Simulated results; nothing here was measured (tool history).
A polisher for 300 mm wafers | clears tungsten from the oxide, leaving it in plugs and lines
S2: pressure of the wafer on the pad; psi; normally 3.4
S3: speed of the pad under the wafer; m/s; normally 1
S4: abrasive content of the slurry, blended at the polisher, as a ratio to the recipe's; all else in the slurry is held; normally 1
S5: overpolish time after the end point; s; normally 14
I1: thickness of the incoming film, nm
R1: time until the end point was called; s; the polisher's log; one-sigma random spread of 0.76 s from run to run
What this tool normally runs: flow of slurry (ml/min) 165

run 1 hour=0 | flow_of_slurry_(ml/min)=165 S2=2.6 S3=1 S4=1 S5=20 | I1=361.5 | R1=89.9
run 2 hour=16.2 | flow_of_slurry_(ml/min)=165 S2=3.4 S3=1 S4=1 S5=14 | I1=360.9 | R1=75.4
run 3 hour=23.4 | flow_of_slurry_(ml/min)=165 S2=3.4 S3=1 S4=1 S5=14 | I1=355.3 | R1=73.4
run 4 hour=36.6 | flow_of_slurry_(ml/min)=145 S2=3.8 S3=1 S4=1 S5=14 | I1=353.1 | R1=69.8
run 5 hour=45.1 | flow_of_slurry_(ml/min)=165 S2=3.4 S3=1 S4=1 S5=14 | I1=359.7 | R1=74.6
-- hour=50.1 worn pad replaced by a new one
run 6 hour=62.5 | flow_of_slurry_(ml/min)=165 S2=3.4 S3=1 S4=1 S5=14 | I1=359.3 | R1=75.4
run 7 hour=71.2 | flow_of_slurry_(ml/min)=135 S2=3.4 S3=1 S4=1 S5=14 | I1=362.7 | R1=79.4
-- hour=109.7 slurry tank refilled with fresh slurry and peroxide
-- hour=110.1 head pressure recalibrated
run 8 hour=110.6 | flow_of_slurry_(ml/min)=135 S2=3.4 S3=1 S4=1 S5=14 | I1=361.8 | R1=81.8
run 9 hour=114.9 | flow_of_slurry_(ml/min)=135 S2=3.4 S3=1 S4=1 S5=14 | I1=364 | R1=82.9
-- hour=132.5 worn pad replaced by a new one
run 10 hour=133 | flow_of_slurry_(ml/min)=165 S2=3.1 S3=1 S4=1 S5=14 | I1=357.1 | R1=82.4
-- hour=139.4 slurry blender recalibrated
run 11 hour=143.3 | flow_of_slurry_(ml/min)=165 S2=3.1 S3=1 S4=1 S5=14 | I1=363.6 | R1=85.9
-- hour=149.9 slurry nozzle cleaned
run 12 hour=152.8 | flow_of_slurry_(ml/min)=165 S2=3.4 S3=1 S4=1 S5=14 | I1=356.4 | R1=69.3
run 13 hour=164 | flow_of_slurry_(ml/min)=125 S2=3.4 S3=1.1 S4=1.3 S5=12 | I1=362.2 | R1=62.9
run 14 hour=175.3 | flow_of_slurry_(ml/min)=165 S2=2.4 S3=1.32 S4=1 S5=14 | I1=354.4 | R1=66
run 15 hour=192.8 | flow_of_slurry_(ml/min)=225 S2=3.4 S3=0.9 S4=1 S5=14 | I1=365.3 | R1=74.5
run 16 hour=203.2 | flow_of_slurry_(ml/min)=110 S2=3.4 S3=0.78 S4=1 S5=14 | I1=357.6 | R1=97.2
-- hour=213.2 worn pad replaced by a new one
run 17 hour=218.7 | flow_of_slurry_(ml/min)=165 S2=3 S3=1 S4=1 S5=19 | I1=365.2 | R1=78.2
run 18 hour=234.3 | flow_of_slurry_(ml/min)=165 S2=3.4 S3=1.34 S4=1 S5=8 | I1=355.3 | R1=51.3
run 19 hour=244 | flow_of_slurry_(ml/min)=165 S2=2.4 S3=1 S4=0.9 S5=22 | I1=361.6 | R1=90
run 20 hour=256.9 | flow_of_slurry_(ml/min)=165 S2=3.4 S3=1 S4=1 S5=14 | I1=357.6 | R1=70.7
run 21 hour=269.9 | flow_of_slurry_(ml/min)=110 S2=3.4 S3=1 S4=0.85 S5=9 | I1=365.9 | R1=80.9
-- hour=275.1 slurry tank refilled with fresh slurry and peroxide
run 22 hour=276.8 | flow_of_slurry_(ml/min)=165 S2=3.4 S3=1 S4=1 S5=14 | I1=358.5 | R1=69.9
run 23 hour=285.5 | flow_of_slurry_(ml/min)=165 S2=3.4 S3=1 S4=1 S5=14 | I1=354 | R1=69.4
run 24 hour=293 | flow_of_slurry_(ml/min)=165 S2=3.4 S3=1.24 S4=1 S5=22 | I1=354.6 | R1=55.1
-- hour=300.1 worn pad replaced by a new one
run 25 hour=310.7 | flow_of_slurry_(ml/min)=135 S2=3.4 S3=1 S4=1 S5=14 | I1=352.7 | R1=72.1
run 26 hour=324.4 | flow_of_slurry_(ml/min)=165 S2=3.4 S3=1 S4=1 S5=14 | I1=360.8 | R1=71.8
run 27 hour=338 | flow_of_slurry_(ml/min)=165 S2=3.7 S3=1.2 S4=1 S5=14 | I1=356.5 | R1=53.7

Selected run-to-run steps in R1, each split into two signed amounts: the part the tool would show with no hidden state at all (from settings, incoming material and random variation), and the remainder, which goes to the hidden state together with any gauge scatter not common to the measured and the hidden-state-free results:
What the log doesn't record here: removal rate lost through wear of the pad, %; slurry flow missing at the pad, %; deviation of the head's pressure from its setpoint, %; abrasive missing from the slurry, %; peroxide lost from the slurry, %.
Run 6 -> 7: flow of slurry (ml/min) 165 -> 135. R1 +4 s: hidden state +1.9, all else +2.1.
Run 11 -> 12: S2 3.1 -> 3.4, slurry nozzle cleaned. R1 -16.6 s: hidden state -9.4, all else -7.2.
Run 17 -> 18: S2 3 -> 3.4, S3 1 -> 1.34, S5 19 -> 8. R1 -26.9 s: hidden state +0.1, all else -27.
Run 18 -> 19: S2 3.4 -> 2.4, S3 1.34 -> 1, S4 1 -> 0.9, S5 8 -> 22. R1 +38.7 s: hidden state +0.1, all else +38.6.
